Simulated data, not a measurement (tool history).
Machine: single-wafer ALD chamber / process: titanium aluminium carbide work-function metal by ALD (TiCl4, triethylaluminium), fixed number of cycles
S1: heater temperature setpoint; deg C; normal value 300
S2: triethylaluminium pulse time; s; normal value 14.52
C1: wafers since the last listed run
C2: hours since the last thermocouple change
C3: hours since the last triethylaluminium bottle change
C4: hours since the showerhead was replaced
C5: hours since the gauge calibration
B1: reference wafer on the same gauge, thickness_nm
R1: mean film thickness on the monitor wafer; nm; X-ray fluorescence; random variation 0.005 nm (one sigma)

Run 1, hour 0: usual settings but S1 304 deg C, S2 10.25 s; C1 0; C2 2243; C3 448.9; C4 2961.8; C5 257.2; B1 2.011. Result: R1 1.95 nm.
Run 2, hour 12.6: usual settings but S2 18.29 s; C1 87; C2 2255.6; C3 461.5; C4 2974.4; C5 269.8; B1 2.01. Result: R1 1.958 nm.
At hour 25.7: gauge calibrated.
Run 3, hour 29.9: usual settings but S2 18.29 s; C1 119; C2 2272.9; C3 478.8; C4 2991.7; C5 4.2; B1 2.011. Result: R1 1.952 nm.
Run 4, hour 37.6: usual settings but S2 18.29 s; C1 53; C2 2280.6; C3 486.5; C4 2999.4; C5 11.9; B1 2.01. Result: R1 1.968 nm.
Run 5, hour 47.1: usual settings but S1 305 deg C, S2 18.35 s; C1 65; C2 2290.1; C3 496; C4 3008.9; C5 21.4; B1 2.01. Result: R1 2.001 nm.
Run 6, hour 65.8: usual settings but S1 305 deg C, S2 18.35 s; C1 129; C2 2308.8; C3 514.7; C4 3027.6; C5 40.1; B1 2.011. Result: R1 2.01 nm.
Run 7, hour 71.8: usual settings but S1 305 deg C, S2 18.35 s; C1 41; C2 2314.8; C3 520.7; C4 3033.6; C5 46.1; B1 2.011. Result: R1 1.994 nm.
Run 8, hour 85.5: usual settings; C1 94; C2 2328.5; C3 534.4; C4 3047.3; C5 59.8; B1 2.009. Result: R1 1.954 nm.
Run 9, hour 94.5: usual settings but S2 13.19 s; C1 62; C2 2337.5; C3 543.4; C4 3056.3; C5 68.8; B1 2.011. Result: R1 1.951 nm.
Run 10, hour 109.4: usual settings but S2 13.19 s; C1 102; C2 2352.4; C3 558.3; C4 3071.2; C5 83.7; B1 2.009. Result: R1 1.946 nm.
Run 11, hour 116.8: usual settings; C1 51; C2 2359.8; C3 565.7; C4 3078.6; C5 91.1; B1 2.011. Result: R1 1.955 nm.
Run 12, hour 134: usual settings; C1 118; C2 2377; C3 582.9; C4 3095.8; C5 108.3; B1 2.011. Result: R1 1.959 nm.
Run 13, hour 146.9: usual settings; C1 89; C2 2389.9; C3 595.8; C4 3108.7; C5 121.2; B1 2.01. Result: R1 1.952 nm.
At hour 171.4: showerhead replaced.
Run 14, hour 171.9: usual settings; C1 117; C2 2414.9; C3 620.8; C4 0.5; C5 146.2; B1 2.01. Result: R1 1.957 nm.
Run 15, hour 173.2: usual settings; C1 8; C2 2416.2; C3 622.1; C4 1.8; C5 147.5; B1 2.011. Result: R1 1.966 nm.
Run 16, hour 179.5: usual settings but S1 305 deg C, S2 18.35 s; C1 43; C2 2422.5; C3 628.4; C4 8.1; C5 153.8; B1 2.01. Result: R1 1.997 nm.
Run 17, hour 189.4: usual settings but S1 311 deg C, S2 16.86 s; C1 68; C2 2432.4; C3 638.3; C4 18; C5 163.7; B1 2.01. Result: R1 2.042 nm.
Run 18, hour 202.5: usual settings but S1 294 deg C; C1 90; C2 2445.5; C3 651.4; C4 31.1; C5 176.8; B1 2.009. Result: R1 1.916 nm.
Run 19, hour 214.4: usual settings but S1 289 deg C; C1 82; C2 2457.4; C3 663.3; C4 43; C5 188.7; B1 2.01. Result: R1 1.878 nm.
At hour 229.6: triethylaluminium bottle replaced.
Run 20, hour 231.5: usual settings but S2 16.41 s; C1 62; C2 2474.5; C3 1.9; C4 60.1; C5 205.8; B1 2.01. Result: R1 1.971 nm.
At hour 252.9: thermocouple changed; heater temperature recalibrated.
Run 21, hour 253.4: usual settings but S2 12.53 s; C1 96; C2 0.5; C3 23.8; C4 82; C5 227.7; B1 2.011. Result: R1 1.942 nm.
Run 22, hour 260.1: usual settings but S1 288 deg C, S2 10.94 s; C1 46; C2 7.2; C3 30.5; C4 88.7; C5 234.4; B1 2.009. Result: R1 1.834 nm.
At hour 263.8: gauge calibrated.
Run 23, hour 272.5: usual settings but S1 285 deg C, S2 20.21 s; C1 85; C2 19.6; C3 42.9; C4 101.1; C5 8.7; B1 2.01. Result: R1 1.845 nm.
Run 24, hour 288.1: usual settings; C1 107; C2 35.2; C3 58.5; C4 116.7; C5 24.3; B1 2.009. Result: R1 1.956 nm.
Run 25, hour 306: usual settings but S2 11.42 s; C1 123; C2 53.1; C3 76.4; C4 134.6; C5 42.2; B1 2.009. Result: R1 1.93 nm.
Run 26, hour 352.1: usual settings but S1 290 deg C, S2 8.81 s; C1 318; C2 99.2; C3 122.5; C4 180.7; C5 88.3; B1 2.009. Result: R1 1.816 nm.
Run 27, hour 360: usual settings but S1 294 deg C, S2 20.1 s; C1 54; C2 107.1; C3 130.4; C4 188.6; C5 96.2; B1 2.01. Result: R1 1.917 nm.
Run 28, hour 372.6: usual settings but S1 305 deg C, S2 12.11 s; C1 87; C2 119.7; C3 143; C4 201.2; C5 108.8; B1 2.011. Result: R1 1.972 nm.
Run 29, hour 382.8: usual settings but S2 16.35 s; C1 70; C2 129.9; C3 153.2; C4 211.4; C5 119; B1 2.01. Result: R1 1.96 nm.
Run 30, hour 394.7: usual settings but S1 291 deg C, S2 9.18 s; C1 82; C2 141.8; C3 165.1; C4 223.3; C5 130.9; B1 2.01. Result: R1 1.836 nm.
Run 31, hour 407.7: usual settings but S1 305 deg C, S2 18.35 s; C1 89; C2 154.8; C3 178.1; C4 236.3; C5 143.9; B1 2.011. Result: R1 2.004 nm.

What if the next run were any one of these 4? Each begins from the tool's condition after run 31:
Run A, hour 408.1: usual settings but S2 16.18 s; C1 2; C2 155.2; C3 178.5; C4 236.7; C5 144.3; B1 ?. Result: R1 ?.
Run B, hour 408.1: usual settings but S1 291 deg C, S2 17.35 s; C1 2; C2 155.2; C3 178.5; C4 236.7; C5 144.3; B1 ?. Result: R1 ?.
Run C, hour 408.1: usual settings but S1 288 deg C, S2 11.12 s; C1 2; C2 155.2; C3 178.5; C4 236.7; C5 144.3; B1 ?. Result: R1 ?.
Run D, hour 408.1: usual settings but S2 10.88 s; C1 2; C2 155.2; C3 178.5; C4 236.7; C5 144.3; B1 ?. Result: R1 ?.

run     B1     R1
  A  2.011   1.96
  B  2.011  1.895
  C  2.011  1.841
  D  2.011  1.926
Take away the tool's hidden state, keep each run's random variation, and the runs would have read:
run     R1
  A   1.96
  B  1.895
  C  1.841
  D  1.926
